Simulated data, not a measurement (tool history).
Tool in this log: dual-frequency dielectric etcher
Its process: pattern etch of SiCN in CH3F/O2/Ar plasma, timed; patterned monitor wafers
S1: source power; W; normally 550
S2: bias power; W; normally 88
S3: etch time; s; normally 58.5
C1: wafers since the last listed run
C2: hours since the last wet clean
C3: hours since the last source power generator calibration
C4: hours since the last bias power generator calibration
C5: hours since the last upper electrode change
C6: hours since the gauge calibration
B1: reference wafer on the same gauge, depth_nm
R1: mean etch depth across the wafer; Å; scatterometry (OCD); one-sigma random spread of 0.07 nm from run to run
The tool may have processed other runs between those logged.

Run 1, hour 0: usual settings but S2 71 W; C1 0; C2 228.8; C3 2549.6; C4 3240; C5 3305.1; C6 1948.9; B1 23.63. Result: R1 215.2 Å.
Run 2, hour 45.5: usual settings; C1 508; C2 274.3; C3 2595.1; C4 3285.5; C5 3350.6; C6 1994.4; B1 23.59. Result: R1 239.4 Å.
Run 3, hour 105.4: usual settings but S2 83 W; C1 669; C2 334.2; C3 2655; C4 3345.4; C5 3410.5; C6 2054.3; B1 23.59. Result: R1 231.7 Å.
Run 4, hour 132.4: usual settings but S2 83 W; C1 301; C2 361.2; C3 2682; C4 3372.4; C5 3437.5; C6 2081.3; B1 23.61. Result: R1 232.1 Å.
Run 5, hour 167: usual settings but S1 620 W, S3 70.5 s; C1 386; C2 395.8; C3 2716.6; C4 3407; C5 3472.1; C6 2115.9; B1 23.58. Result: R1 307 Å.
Run 6, hour 223.5: usual settings; C1 631; C2 452.3; C3 2773.1; C4 3463.5; C5 3528.6; C6 2172.4; B1 23.62. Result: R1 238.5 Å.
Run 7, hour 252.4: usual settings; C1 322; C2 481.2; C3 2802; C4 3492.4; C5 3557.5; C6 2201.3; B1 23.59. Result: R1 238 Å.
Run 8, hour 290.9: usual settings; C1 430; C2 519.7; C3 2840.5; C4 3530.9; C5 3596; C6 2239.8; B1 23.61. Result: R1 238.2 Å.
At hour 354.1: wet clean of the chamber.
Run 9, hour 354.6: usual settings; C1 443; C2 0.5; C3 2904.2; C4 3594.6; C5 3659.7; C6 2303.5; B1 23.61. Result: R1 239.4 Å.
Run 10, hour 408.3: usual settings but S2 79 W, S3 46.5 s; C1 600; C2 54.2; C3 2957.9; C4 3648.3; C5 3713.4; C6 2357.2; B1 23.59. Result: R1 180 Å.
Run 11, hour 452: usual settings; C1 488; C2 97.9; C3 3001.6; C4 3692; C5 3757.1; C6 2400.9; B1 23.59. Result: R1 239 Å.
Run 12, hour 511.2: usual settings but S2 77 W, S3 49 s; C1 661; C2 157.1; C3 3060.8; C4 3751.2; C5 3816.3; C6 2460.1; B1 23.6. Result: R1 186.6 Å.
At hour 534.8: gauge calibrated.
Run 13, hour 559: usual settings; C1 534; C2 204.9; C3 3108.6; C4 3799; C5 3864.1; C6 24.2; B1 23.61. Result: R1 239 Å.
At hour 585.8: upper electrode replaced.
Run 14, hour 602.3: usual settings; C1 215; C2 248.2; C3 3151.9; C4 3842.3; C5 16.5; C6 67.5; B1 23.59. Result: R1 237.8 Å.
At hour 809.6: bias power generator calibrated.
Run 15, hour 810.1: usual settings; C1 2277; C2 456; C3 3359.7; C4 0.5; C5 224.3; C6 275.3; B1 23.6. Result: R1 243 Å.
Run 16, hour 876.5: usual settings but S2 102 W, S3 45 s; C1 742; C2 522.4; C3 3426.1; C4 66.9; C5 290.7; C6 341.7; B1 23.6. Result: R1 200.5 Å.
At hour 994.3: wet clean of the chamber.
Run 17, hour 1020.3: usual settings but S1 500 W, S3 49.5 s; C1 1338; C2 26; C3 3569.9; C4 210.7; C5 434.5; C6 485.5; B1 23.6. Result: R1 195.3 Å.
Run 18, hour 1046.1: usual settings but S1 640 W, S3 46 s; C1 288; C2 51.8; C3 3595.7; C4 236.5; C5 460.3; C6 511.3; B1 23.6. Result: R1 207.7 Å.
Run 19, hour 1073.8: usual settings; C1 309; C2 79.5; C3 3623.4; C4 264.2; C5 488; C6 539; B1 23.6. Result: R1 244.1 Å.
At hour 1098.9: source power generator calibrated.
Run 20, hour 1102.8: usual settings but S1 440 W; C1 279; C2 108.5; C3 3.9; C4 293.2; C5 517; C6 568; B1 23.59. Result: R1 208.4 Å.
Run 21, hour 1156.9: usual settings but S1 490 W; C1 604; C2 162.6; C3 58; C4 347.3; C5 571.1; C6 622.1; B1 23.59. Result: R1 222.1 Å.
Run 22, hour 1191: usual settings but S1 650 W; C1 381; C2 196.7; C3 92.1; C4 381.4; C5 605.2; C6 656.2; B1 23.58. Result: R1 258 Å.
Run 23, hour 1261.8: usual settings but S1 450 W, S3 43.5 s; C1 791; C2 267.5; C3 162.9; C4 452.2; C5 676; C6 727; B1 23.61. Result: R1 157.5 Å.
Run 24, hour 1331.6: usual settings but S2 80 W, S3 54 s; C1 780; C2 337.3; C3 232.7; C4 522; C5 745.8; C6 796.8; B1 23.62. Result: R1 208.2 Å.
Run 25, hour 1371.5: usual settings but S3 72 s; C1 445; C2 377.2; C3 272.6; C4 561.9; C5 785.7; C6 836.7; B1 23.59. Result: R1 290.8 Å.
Run 26, hour 1406.7: usual settings but S1 430 W, S3 48.5 s; C1 393; C2 412.4; C3 307.8; C4 597.1; C5 820.9; C6 871.9; B1 23.61. Result: R1 170.2 Å.
Run 27, hour 1431.5: usual settings but S1 510 W, S2 97 W, S3 71 s; C1 277; C2 437.2; C3 332.6; C4 621.9; C5 845.7; C6 896.7; B1 23.58. Result: R1 290.3 Å.
Run 28, hour 1475.2: usual settings but S1 480 W, S2 97 W; C1 488; C2 480.9; C3 376.3; C4 665.6; C5 889.4; C6 940.4; B1 23.61. Result: R1 231.5 Å.
Run 29, hour 1500.1: usual settings but S1 510 W, S2 68 W, S3 67 s; C1 278; C2 505.8; C3 401.2; C4 690.5; C5 914.3; C6 965.3; B1 23.61. Result: R1 228.9 Å.
Run 30, hour 1532.7: usual settings but S1 590 W, S2 97 W; C1 364; C2 538.4; C3 433.8; C4 723.1; C5 946.9; C6 997.9; B1 23.59. Result: R1 258.3 Å.

Alternative continuations, all from the tool just after run 30; predict every row:
Run A, hour 1533.1: usual settings but S2 106 W; C1 4; C2 538.8; C3 434.2; C4 723.5; C5 947.3; C6 998.3; B1 ?. Result: R1 ?.
Run B, hour 1533.1: usual settings but S3 46.5 s; C1 4; C2 538.8; C3 434.2; C4 723.5; C5 947.3; C6 998.3; B1 ?. Result: R1 ?.
Run C, hour 1533.1: usual settings but S1 670 W, S2 82 W; C1 4; C2 538.8; C3 434.2; C4 723.5; C5 947.3; C6 998.3; B1 ?. Result: R1 ?.
Run D, hour 1533.1: usual settings but S1 480 W, S2 81 W, S3 71 s; C1 4; C2 538.8; C3 434.2; C4 723.5; C5 947.3; C6 998.3; B1 ?. Result: R1 ?.

run     B1     R1
  A  23.59  260.1
  B  23.59  188.6
  C  23.59  254.4
  D  23.59  255.6
The same runs, with their run-to-run variation unchanged, on a tool lacking any hidden condition would have given:
run     R1
  A  261.1
  B  189.2
  C  255.1
  D  256.4

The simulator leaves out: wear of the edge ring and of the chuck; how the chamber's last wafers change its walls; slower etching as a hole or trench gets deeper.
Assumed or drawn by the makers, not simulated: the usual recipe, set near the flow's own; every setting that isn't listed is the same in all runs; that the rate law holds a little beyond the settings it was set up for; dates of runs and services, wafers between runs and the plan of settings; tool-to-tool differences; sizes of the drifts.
